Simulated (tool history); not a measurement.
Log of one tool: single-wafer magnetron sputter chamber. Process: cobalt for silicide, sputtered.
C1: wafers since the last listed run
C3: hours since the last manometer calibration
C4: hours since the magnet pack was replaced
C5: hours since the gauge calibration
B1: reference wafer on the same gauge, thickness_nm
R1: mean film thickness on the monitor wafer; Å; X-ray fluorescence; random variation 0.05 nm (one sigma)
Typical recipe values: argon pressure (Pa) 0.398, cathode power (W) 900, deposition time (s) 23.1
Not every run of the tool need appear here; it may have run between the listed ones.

run 1 hour=0.0 | argon_pressure_(Pa)=0.398 cathode_power_(W)=900 deposition_time_(s)=20.1 | C1=0 wafers_on_the_sputter_target=6621 C3=1306.1 C4=8065.4 C5=600.1 | B1=11.592 | R1=94.08
run 2 hour=37.8 | argon_pressure_(Pa)=0.398 cathode_power_(W)=900 deposition_time_(s)=20.1 | C1=1048 wafers_on_the_sputter_target=7669 C3=1343.9 C4=8103.2 C5=637.9 | B1=11.626 | R1=93.90
-- hour=91.7 sputter target and shields replaced
run 3 hour=101.9 | argon_pressure_(Pa)=0.398 cathode_power_(W)=900 deposition_time_(s)=20.1 | C1=1555 wafers_on_the_sputter_target=284 C3=1408.0 C4=8167.3 C5=702.0 | B1=11.607 | R1=95.56
run 4 hour=302.3 | argon_pressure_(Pa)=0.398 cathode_power_(W)=900 deposition_time_(s)=25.1 | C1=5557 wafers_on_the_sputter_target=5841 C3=1608.4 C4=8367.7 C5=902.4 | B1=11.608 | R1=116.99
run 5 hour=368.6 | argon_pressure_(Pa)=0.398 cathode_power_(W)=900 deposition_time_(s)=25.1 | C1=1838 wafers_on_the_sputter_target=7680 C3=1674.7 C4=8434.0 C5=968.7 | B1=11.590 | R1=116.74
-- hour=399.9 sputter target and shields replaced
run 6 hour=425.7 | argon_pressure_(Pa)=0.398 cathode_power_(W)=900 deposition_time_(s)=25.1 | C1=1361 wafers_on_the_sputter_target=714 C3=1731.8 C4=8491.1 C5=1025.8 | B1=11.586 | R1=114.71
-- hour=466.3 capacitance manometer re-zeroed and calibrated
run 7 hour=481.7 | argon_pressure_(Pa)=0.398 cathode_power_(W)=900 deposition_time_(s)=23.1 | C1=1331 wafers_on_the_sputter_target=2045 C3=15.4 C4=8547.1 C5=1081.8 | B1=11.594 | R1=104.76
run 8 hour=540.4 | argon_pressure_(Pa)=0.398 cathode_power_(W)=900 deposition_time_(s)=23.1 | C1=1627 wafers_on_the_sputter_target=3673 C3=74.1 C4=8605.8 C5=1140.5 | B1=11.591 | R1=103.73
run 9 hour=583.7 | argon_pressure_(Pa)=0.398 cathode_power_(W)=900 deposition_time_(s)=23.1 | C1=1200 wafers_on_the_sputter_target=4874 C3=117.4 C4=8649.1 C5=1183.8 | B1=11.620 | R1=104.17
run 10 hour=629.1 | argon_pressure_(Pa)=0.398 cathode_power_(W)=900 deposition_time_(s)=23.1 | C1=1259 wafers_on_the_sputter_target=6133 C3=162.8 C4=8694.5 C5=1229.2 | B1=11.587 | R1=104.08
-- hour=641.9 sputter target and shields replaced, repeated, since the last time left the tool worse
run 11 hour=685.4 | argon_pressure_(Pa)=0.556 cathode_power_(W)=800 deposition_time_(s)=25.9 | C1=1339 wafers_on_the_sputter_target=1205 C3=219.1 C4=8750.8 C5=1285.5 | B1=11.595 | R1=105.79
-- hour=702.4 gauge calibrated
run 12 hour=712.9 | argon_pressure_(Pa)=0.398 cathode_power_(W)=800 deposition_time_(s)=23.1 | C1=762 wafers_on_the_sputter_target=1968 C3=246.6 C4=8778.3 C5=10.5 | B1=11.612 | R1=97.27
run 13 hour=762.3 | argon_pressure_(Pa)=0.398 cathode_power_(W)=900 deposition_time_(s)=23.1 | C1=1369 wafers_on_the_sputter_target=3338 C3=296.0 C4=8827.7 C5=59.9 | B1=11.585 | R1=108.35
-- hour=789.4 magnet pack replaced
run 14 hour=825.5 | argon_pressure_(Pa)=0.293 cathode_power_(W)=900 deposition_time_(s)=27.0 | C1=1530 wafers_on_the_sputter_target=4869 C3=359.2 C4=36.1 C5=123.1 | B1=11.589 | R1=130.37
run 15 hour=872.4 | argon_pressure_(Pa)=0.398 cathode_power_(W)=900 deposition_time_(s)=19.3 | C1=1300 wafers_on_the_sputter_target=6169 C3=406.1 C4=83.0 C5=170.0 | B1=11.587 | R1=90.31
-- hour=916.9 sputter target and shields replaced
run 16 hour=942.4 | argon_pressure_(Pa)=0.488 cathode_power_(W)=900 deposition_time_(s)=26.9 | C1=1719 wafers_on_the_sputter_target=707 C3=476.1 C4=153.0 C5=240.0 | B1=11.603 | R1=125.05
run 17 hour=970.1 | argon_pressure_(Pa)=0.398 cathode_power_(W)=900 deposition_time_(s)=21.4 | C1=768 wafers_on_the_sputter_target=1475 C3=503.8 C4=180.7 C5=267.7 | B1=11.600 | R1=101.11
run 18 hour=1021.4 | argon_pressure_(Pa)=0.334 cathode_power_(W)=1100 deposition_time_(s)=23.1 | C1=1422 wafers_on_the_sputter_target=2898 C3=555.1 C4=232.0 C5=319.0 | B1=11.588 | R1=135.03

Run 19 comes next. What will it give?
run 19 hour=1082.0 | argon_pressure_(Pa)=0.533 cathode_power_(W)=1000 deposition_time_(s)=25.3 | C1=1680 wafers_on_the_sputter_target=4578 C3=615.7 C4=292.6 C5=379.6 | B1=? | R1=?

{"run 19": {"B1": 11.579, "R1": 128.49}}
On a tool with no hidden condition, and with the same random variation, this run would have come out at R1 131.12 Å.
